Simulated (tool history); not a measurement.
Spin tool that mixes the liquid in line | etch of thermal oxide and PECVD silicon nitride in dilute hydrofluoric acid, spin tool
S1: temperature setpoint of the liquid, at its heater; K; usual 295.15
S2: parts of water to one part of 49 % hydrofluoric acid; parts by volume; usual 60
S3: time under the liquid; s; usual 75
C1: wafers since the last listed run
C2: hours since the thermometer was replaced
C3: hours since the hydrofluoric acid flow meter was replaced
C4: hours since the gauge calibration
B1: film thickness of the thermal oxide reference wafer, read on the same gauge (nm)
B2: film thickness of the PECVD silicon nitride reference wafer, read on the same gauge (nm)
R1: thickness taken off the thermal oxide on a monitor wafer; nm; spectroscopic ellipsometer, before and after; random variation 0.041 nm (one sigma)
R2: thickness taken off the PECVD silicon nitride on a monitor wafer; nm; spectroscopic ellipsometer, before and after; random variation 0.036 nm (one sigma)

{"run": 1, "hour": 0.0, "S1": 295.15, "S2": 60, "S3": 75, "C1": 0, "C2": 2347.8, "C3": 389.9, "C4": 284.4, "B1": 89.97, "B2": 150.028, "R1": 6.15, "R2": 2.308}
{"run": 2, "hour": 11.4, "S1": 295.15, "S2": 60, "S3": 75, "C1": 82, "C2": 2359.2, "C3": 401.3, "C4": 295.8, "B1": 89.97, "B2": 149.992, "R1": 6.14, "R2": 2.278}
{"run": 3, "hour": 50.6, "S1": 295.15, "S2": 60, "S3": 75, "C1": 284, "C2": 2398.4, "C3": 440.5, "C4": 335, "B1": 90.02, "B2": 149.992, "R1": 6.15, "R2": 2.303}
{"hour": 57.1, "done": "thermometer replaced"}
{"run": 4, "hour": 66.7, "S1": 298.65, "S2": 60, "S3": 75, "C1": 109, "C2": 9.6, "C3": 456.6, "C4": 351.1, "B1": 89.99, "B2": 149.99, "R1": 7.04, "R2": 2.886}
{"run": 5, "hour": 74.2, "S1": 298.65, "S2": 60, "S3": 75, "C1": 54, "C2": 17.1, "C3": 464.1, "C4": 358.6, "B1": 90, "B2": 149.992, "R1": 7.1, "R2": 2.849}
{"run": 6, "hour": 85.4, "S1": 298.65, "S2": 60, "S3": 75, "C1": 81, "C2": 28.3, "C3": 475.3, "C4": 369.8, "B1": 90.02, "B2": 150.006, "R1": 7.13, "R2": 2.841}
{"run": 7, "hour": 103.2, "S1": 295.15, "S2": 60, "S3": 75, "C1": 129, "C2": 46.1, "C3": 493.1, "C4": 387.6, "B1": 89.99, "B2": 150.008, "R1": 6.11, "R2": 2.256}
{"run": 8, "hour": 116.7, "S1": 295.15, "S2": 60, "S3": 75, "C1": 98, "C2": 59.6, "C3": 506.6, "C4": 401.1, "B1": 89.99, "B2": 149.986, "R1": 6.26, "R2": 2.359}
{"run": 9, "hour": 134.1, "S1": 295.15, "S2": 50, "S3": 75, "C1": 126, "C2": 77, "C3": 524, "C4": 418.5, "B1": 90.01, "B2": 149.993, "R1": 7.49, "R2": 2.69}
{"run": 10, "hour": 148.3, "S1": 296.65, "S2": 60, "S3": 85, "C1": 103, "C2": 91.2, "C3": 538.2, "C4": 432.7, "B1": 89.99, "B2": 149.999, "R1": 7.43, "R2": 2.858}
{"hour": 162.4, "done": "gauge calibrated"}
{"run": 11, "hour": 165.0, "S1": 291.65, "S2": 40, "S3": 90, "C1": 121, "C2": 107.9, "C3": 554.9, "C4": 2.6, "B1": 89.97, "B2": 150.009, "R1": 9.85, "R2": 3.208}
{"run": 12, "hour": 180.3, "S1": 295.15, "S2": 60, "S3": 40, "C1": 111, "C2": 123.2, "C3": 570.2, "C4": 17.9, "B1": 89.98, "B2": 149.998, "R1": 3.29, "R2": 1.206}
{"run": 13, "hour": 187.6, "S1": 295.15, "S2": 60, "S3": 60, "C1": 52, "C2": 130.5, "C3": 577.5, "C4": 25.2, "B1": 90.01, "B2": 150.01, "R1": 4.96, "R2": 1.887}
{"hour": 189.0, "done": "hydrofluoric acid flow meter replaced"}
{"run": 14, "hour": 203.7, "S1": 290.15, "S2": 40, "S3": 90, "C1": 109, "C2": 146.6, "C3": 14.7, "C4": 41.3, "B1": 90.01, "B2": 150.002, "R1": 9.8, "R2": 3.003}
{"run": 15, "hour": 218.8, "S1": 296.65, "S2": 50, "S3": 110, "C1": 109, "C2": 161.7, "C3": 29.8, "C4": 56.4, "B1": 90.02, "B2": 149.999, "R1": 12.52, "R2": 4.69}
{"run": 16, "hour": 254.9, "S1": 297.65, "S2": 60, "S3": 90, "C1": 262, "C2": 197.8, "C3": 65.9, "C4": 92.5, "B1": 90.02, "B2": 150.01, "R1": 8.7, "R2": 3.495}
{"run": 17, "hour": 265.9, "S1": 295.15, "S2": 60, "S3": 75, "C1": 79, "C2": 208.8, "C3": 76.9, "C4": 103.5, "B1": 89.98, "B2": 150.028, "R1": 6.66, "R2": 2.44}
{"run": 18, "hour": 275.4, "S1": 295.15, "S2": 60, "S3": 75, "C1": 68, "C2": 218.3, "C3": 86.4, "C4": 113, "B1": 90.03, "B2": 150.004, "R1": 6.68, "R2": 2.497}
{"hour": 289.0, "done": "hydrofluoric acid flow meter replaced, repeated, since the last time left the tool worse"}
{"run": 19, "hour": 290.1, "S1": 295.15, "S2": 60, "S3": 75, "C1": 99, "C2": 233, "C3": 1.1, "C4": 127.7, "B1": 90.04, "B2": 149.972, "R1": 5.85, "R2": 2.209}
{"run": 20, "hour": 301.1, "S1": 290.15, "S2": 75, "S3": 75, "C1": 79, "C2": 244, "C3": 12.1, "C4": 138.7, "B1": 90.02, "B2": 150.003, "R1": 3.7, "R2": 1.213}
{"run": 21, "hour": 310.0, "S1": 295.15, "S2": 60, "S3": 35, "C1": 64, "C2": 252.9, "C3": 21, "C4": 147.6, "B1": 90.01, "B2": 150.01, "R1": 2.75, "R2": 1.015}
{"run": 22, "hour": 326.1, "S1": 292.15, "S2": 35, "S3": 75, "C1": 116, "C2": 269, "C3": 37.1, "C4": 163.7, "B1": 90, "B2": 150.031, "R1": 9.18, "R2": 2.979}
{"run": 23, "hour": 337.9, "S1": 299.65, "S2": 60, "S3": 115, "C1": 85, "C2": 280.8, "C3": 48.9, "C4": 175.5, "B1": 89.98, "B2": 149.982, "R1": 10.99, "R2": 4.472}
{"run": 24, "hour": 344.2, "S1": 291.65, "S2": 60, "S3": 75, "C1": 45, "C2": 287.1, "C3": 55.2, "C4": 181.8, "B1": 90.01, "B2": 149.992, "R1": 5.1, "R2": 1.763}
{"run": 25, "hour": 355.7, "S1": 291.65, "S2": 60, "S3": 75, "C1": 83, "C2": 298.6, "C3": 66.7, "C4": 193.3, "B1": 90.03, "B2": 150.012, "R1": 5.12, "R2": 1.772}
{"run": 26, "hour": 369.4, "S1": 290.65, "S2": 35, "S3": 90, "C1": 99, "C2": 312.3, "C3": 80.4, "C4": 207, "B1": 89.98, "B2": 150.023, "R1": 10.49, "R2": 3.297}

Hidden state at the last listed run before each entry between runs and at the first one after, where it differs:
Between runs 3 and 4: thermometer replaced (hour 57.1)
  hydrofluoric acid flow above the setpoint (%): 4.6 -> 4.75
  measured less the result without the state, R1: +0.29 -> +0.34 nm; R2: +0.099 -> +0.129 nm
Between runs 10 and 11: gauge calibrated (hour 162.4)
  hydrofluoric acid flow above the setpoint (%): 5.51 -> 5.67
  measured less the result without the state, R1: +0.42 -> +0.55 nm; R2: +0.147 -> +0.166 nm
Between runs 13 and 14: hydrofluoric acid flow meter replaced (hour 189)
  hydrofluoric acid flow above the setpoint (%): 5.88 -> 11.6
  measured less the result without the state, R1: +0.29 -> +1.05 nm; R2: +0.102 -> +0.301 nm
Between runs 18 and 19: hydrofluoric acid flow meter replaced, repeated, since the last time left the tool worse (hour 289)
  hydrofluoric acid flow above the setpoint (%): 12.2 -> 0.149
  measured less the result without the state, R1: +0.78 -> +0.01 nm; R2: +0.267 -> +0.003 nm

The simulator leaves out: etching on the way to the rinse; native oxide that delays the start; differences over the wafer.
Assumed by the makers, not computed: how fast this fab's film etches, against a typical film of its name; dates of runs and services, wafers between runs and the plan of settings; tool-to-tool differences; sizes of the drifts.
